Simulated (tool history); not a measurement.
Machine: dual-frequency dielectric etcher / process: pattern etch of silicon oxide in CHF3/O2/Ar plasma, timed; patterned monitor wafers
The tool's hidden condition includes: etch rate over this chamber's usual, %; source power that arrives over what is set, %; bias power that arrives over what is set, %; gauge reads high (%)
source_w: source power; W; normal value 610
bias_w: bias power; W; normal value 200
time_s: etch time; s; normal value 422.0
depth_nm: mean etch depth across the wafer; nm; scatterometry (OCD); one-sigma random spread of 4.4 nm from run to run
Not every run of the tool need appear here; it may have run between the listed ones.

run	hour	source_w	bias_w	time_s	wafers since the last listed run	hours since the last wet clean	hours since the last source power generator calibration	hours since the last bias power generator calibration	hours since the last upper electrode change	hours since the gauge calibration	read-back reference wafer on the same gauge, depth_nm	depth_nm
1	0.0	610	200	422.0	0	653.1	1470.1	1159.2	5506.5	957.2	783.7	932.6
# hour 8.9: wet clean of the chamber
2	50.0	610	215	354.5	163	41.1	1520.1	1209.2	5556.5	1007.2	782.5	782.2
3	99.6	610	215	354.5	197	90.7	1569.7	1258.8	5606.1	1056.8	785.0	787.5
4	128.2	610	200	422.0	113	119.3	1598.3	1287.4	5634.7	1085.4	782.9	909.7
5	156.5	610	200	422.0	112	147.6	1626.6	1315.7	5663.0	1113.7	783.9	916.1
6	197.0	610	200	422.0	160	188.1	1667.1	1356.2	5703.5	1154.2	782.6	908.6
7	263.2	610	200	422.0	263	254.3	1733.3	1422.4	5769.7	1220.4	783.1	917.5
8	318.7	610	200	422.0	220	309.8	1788.8	1477.9	5825.2	1275.9	784.9	931.0
# hour 379.0: gauge calibrated
9	422.3	610	200	422.0	411	413.4	1892.4	1581.5	5928.8	43.3	783.7	932.5
10	484.9	610	200	422.0	248	476.0	1955.0	1644.1	5991.4	105.9	783.5	933.7
11	534.1	610	213	422.0	195	525.2	2004.2	1693.3	6040.6	155.1	784.2	967.7
12	592.2	610	213	422.0	230	583.3	2062.3	1751.4	6098.7	213.2	783.0	964.5
# hour 598.7: bias power generator calibrated
13	663.7	530	154	370.0	268	654.8	2133.8	65.0	6170.2	284.7	782.7	716.3
# hour 679.8: source power generator calibrated
# hour 697.4: wet clean of the chamber
14	719.1	560	219	304.5	134	21.7	39.3	120.4	6225.6	340.1	783.5	662.3
# hour 761.4: upper electrode replaced
15	761.9	550	240	327.0	74	64.5	82.1	163.2	0.5	382.9	784.4	728.1
16	777.0	610	200	422.0	59	79.6	97.2	178.3	15.6	398.0	784.4	918.1
17	832.7	610	200	422.0	221	135.3	152.9	234.0	71.3	453.7	783.2	918.3
18	881.5	610	200	422.0	193	184.1	201.7	282.8	120.1	502.5	784.2	921.3
19	950.6	710	200	422.0	274	253.2	270.8	351.9	189.2	571.6	784.6	975.0
20	996.8	610	200	422.0	183	299.4	317.0	398.1	235.4	617.8	782.0	939.1
21	1050.5	520	200	377.0	213	353.1	370.7	451.8	289.1	671.5	783.9	783.9
22	1086.2	610	200	330.5	141	388.8	406.4	487.5	324.8	707.2	783.2	734.9
23	1110.8	680	243	535.0	97	413.4	431.0	512.1	349.4	731.8	784.6	1327.2
24	1177.0	610	200	422.0	263	479.6	497.2	578.3	415.6	798.0	783.2	941.9

What if the next run were any one of these 4? Each begins from the tool's condition after run 24:
A	1177.5	610	200	422.0	1	480.1	497.7	578.8	416.1	798.5	?	?
B	1177.5	490	200	422.0	1	480.1	497.7	578.8	416.1	798.5	?	?
C	1177.5	610	177	509.0	1	480.1	497.7	578.8	416.1	798.5	?	?
D	1177.5	650	214	387.0	1	480.1	497.7	578.8	416.1	798.5	?	?

run	read-back reference wafer on the same gauge, depth_nm	depth_nm
A	783.8	942.2
B	783.8	875.0
C	783.8	1086.5
D	783.8	905.6
With the hidden condition removed and each run's random variation left untouched, the same runs would have given:
run	depth_nm
A	910.8
B	845.7
C	1050.2
D	875.4
